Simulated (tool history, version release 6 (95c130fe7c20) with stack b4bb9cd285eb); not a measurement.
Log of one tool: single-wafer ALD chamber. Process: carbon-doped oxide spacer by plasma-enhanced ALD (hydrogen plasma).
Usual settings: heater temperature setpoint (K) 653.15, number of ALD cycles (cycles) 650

run	hour	heater temperature setpoint (K)	number of ALD cycles (cycles)	wafers since the last listed run	hours since the last thermocouple change	hours since the gauge calibration	read-back reference wafer on the same gauge, thickness_nm	mean film thickness on the monitor wafer (nm)
1	0.0	653.15	650	0	1101.2	421.1	37.407	33.892
2	18.9	653.15	650	9	1120.1	440.0	37.410	33.765
3	52.6	653.15	650	17	1153.8	473.7	37.402	33.725
4	71.3	662.15	650	9	1172.5	492.4	37.359	33.685
# hour 91.1: gauge calibrated
5	105.8	662.15	650	17	1207.0	14.7	37.428	33.681
6	134.0	662.15	650	14	1235.2	42.9	37.384	33.748
7	165.1	653.15	650	15	1266.3	74.0	37.424	33.724
8	228.9	653.15	650	32	1330.1	137.8	37.447	33.700
9	261.7	653.15	650	16	1362.9	170.6	37.422	33.714
10	274.1	653.15	713	6	1375.3	183.0	37.377	36.884
11	286.8	653.15	650	6	1388.0	195.7	37.401	33.690
12	316.5	653.15	650	15	1417.7	225.4	37.397	33.637
13	352.4	653.15	650	18	1453.6	261.3	37.387	33.639
14	383.7	658.15	650	16	1484.9	292.6	37.375	33.763
15	402.0	649.15	568	9	1503.2	310.9	37.363	29.394
16	478.0	640.15	751	38	1579.2	386.9	37.389	39.055
17	504.2	641.15	754	13	1605.4	413.1	37.389	38.971
# hour 523.3: gauge calibrated
18	524.5	653.15	587	10	1625.7	1.2	37.435	30.430
19	551.0	665.15	565	13	1652.2	27.7	37.359	29.247
20	584.5	663.15	717	17	1685.7	61.2	37.387	37.160
# hour 609.4: thermocouple changed; heater temperature recalibrated
21	620.5	653.15	650	14	11.1	97.2	37.423	33.747
22	648.7	662.15	650	14	39.3	125.4	37.378	33.851
23	665.4	657.15	751	8	56.0	142.1	37.413	39.066
24	687.6	653.15	715	11	78.2	164.3	37.425	36.992
25	702.9	647.15	743	7	93.5	179.6	37.353	38.515
26	736.6	653.15	650	17	127.2	213.3	37.351	33.578
27	765.7	640.15	533	14	156.3	242.4	37.413	27.518
28	783.2	659.15	579	8	173.8	259.9	37.392	29.890
29	798.6	648.15	571	7	189.2	275.3	37.357	29.604
30	827.0	653.15	650	14	217.6	303.7	37.388	33.715

4 ways to go on from here, each from the tool as it stands after run 30. What would each give?
A	828.4	664.15	650	0	219.0	305.1	?	?
B	828.4	665.15	700	0	219.0	305.1	?	?
C	828.4	648.15	774	0	219.0	305.1	?	?
D	828.4	660.15	544	0	219.0	305.1	?	?

run	read-back reference wafer on the same gauge, thickness_nm	mean film thickness on the monitor wafer (nm)
A	37.405	33.471
B	37.405	36.046
C	37.405	39.857
D	37.405	28.013
Without the tool's hidden state the same runs would have given:
run	mean film thickness on the monitor wafer (nm)
A	33.471
B	36.046
C	39.857
D	28.013

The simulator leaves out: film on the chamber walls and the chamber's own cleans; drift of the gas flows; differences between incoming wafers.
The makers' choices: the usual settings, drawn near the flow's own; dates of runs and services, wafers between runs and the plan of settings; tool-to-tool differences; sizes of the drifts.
